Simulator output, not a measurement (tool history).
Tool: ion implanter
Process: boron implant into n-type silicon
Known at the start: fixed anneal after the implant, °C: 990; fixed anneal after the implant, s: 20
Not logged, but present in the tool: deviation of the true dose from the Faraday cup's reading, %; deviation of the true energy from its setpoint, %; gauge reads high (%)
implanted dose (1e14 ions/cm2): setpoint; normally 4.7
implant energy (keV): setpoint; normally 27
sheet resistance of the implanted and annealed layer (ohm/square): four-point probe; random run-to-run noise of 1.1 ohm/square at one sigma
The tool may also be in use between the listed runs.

run	hour	implanted dose (1e14 ions/cm2)	implant energy (keV)	wafers since the last listed run	hours since the last dose calibration	hours since the extraction supply was calibrated	hours since the gauge calibration	read-back reference wafer on the same gauge, sheet resistance	sheet resistance of the implanted and annealed layer (ohm/square)
1	0	4.7	27	0	361.2	1275.8	286.2	226.15	233.45
2	213	4.7	22	9184	574.2	1488.8	499.2	226.14	236.43
3	259.5	4.7	27	2005	620.7	1535.3	545.7	226	233.73
4	328	4.7	27	2953	689.2	1603.8	614.2	226.02	234.31
5	363	4.7	27	1509	724.2	1638.8	649.2	225.94	231.6
6	391.1	4.7	27	1211	752.3	1666.9	677.3	225.9	233.19
7	440.8	4.7	27	2143	802	1716.6	727	226	230.83
8	502.8	4.7	32.5	2673	864	1778.6	789	225.96	226.63
# hour 518.4: extraction supply calibrated
9	550.8	4.7	32.5	1724	912	32.4	837	226.52	225.67
10	578.9	4.7	32.5	1211	940.1	60.5	865.1	225.98	226.9
11	613.8	4.7	27	1504	975	95.4	900	225.65	229.45
12	670.9	3.82	27	2462	1032.1	152.5	957.1	226.17	271.22
13	708.1	3.82	27	1604	1069.3	189.7	994.3	226.14	269.08
# hour 753: gauge calibrated
14	769.4	5.85	30	2643	1130.6	251	16.4	226.19	190.2
15	807.6	5.54	18.5	1647	1168.8	289.2	54.6	226.33	205.86
16	857.2	4.7	27	2138	1218.4	338.8	104.2	225.65	226.52
17	899.9	3.49	35	1841	1261.1	381.5	146.9	225.68	280.5
18	924.6	5.42	24.5	1065	1285.8	406.2	171.6	225.95	204.41
19	975.3	4.7	27	2186	1336.5	456.9	222.3	226.24	227.06
20	1021.6	4.19	20.5	1996	1382.8	503.2	268.6	226.07	251.4
21	1055.9	4.15	30	1478	1417.1	537.5	302.9	225.94	248.1
22	1084.4	5.18	18.5	1228	1445.6	566	331.4	226.09	212.51
# hour 1139.8: Faraday cup replaced and dose calibrated
23	1270.5	4.7	27	7679	130.7	752.1	517.5	226.18	232.3
24	1331.9	5.79	33.5	2647	192.1	813.5	578.9	226.51	195.26
25	1385.9	5.27	31	2328	246.1	867.5	632.9	225.68	210.83
26	1429.3	3.54	35.5	1871	289.5	910.9	676.3	226.09	284.02

Branching from run 26: 4 alternative next runs. What would each branch give?
A	1429.7	4.7	27	17	289.9	911.3	676.7	?	?
B	1429.7	6	30.5	17	289.9	911.3	676.7	?	?
C	1429.7	4.22	27	17	289.9	911.3	676.7	?	?
D	1429.7	5.12	27	17	289.9	911.3	676.7	?	?

run	read-back reference wafer on the same gauge, sheet resistance	sheet resistance of the implanted and annealed layer (ohm/square)
A	226.26	234.13
B	226.26	190.34
C	226.26	255.01
D	226.26	218.6
With the hidden condition removed and each run's random variation left untouched, the same runs would have given:
run	sheet resistance of the implanted and annealed layer (ohm/square)
A	235.04
B	191.1
C	255.99
D	219.46
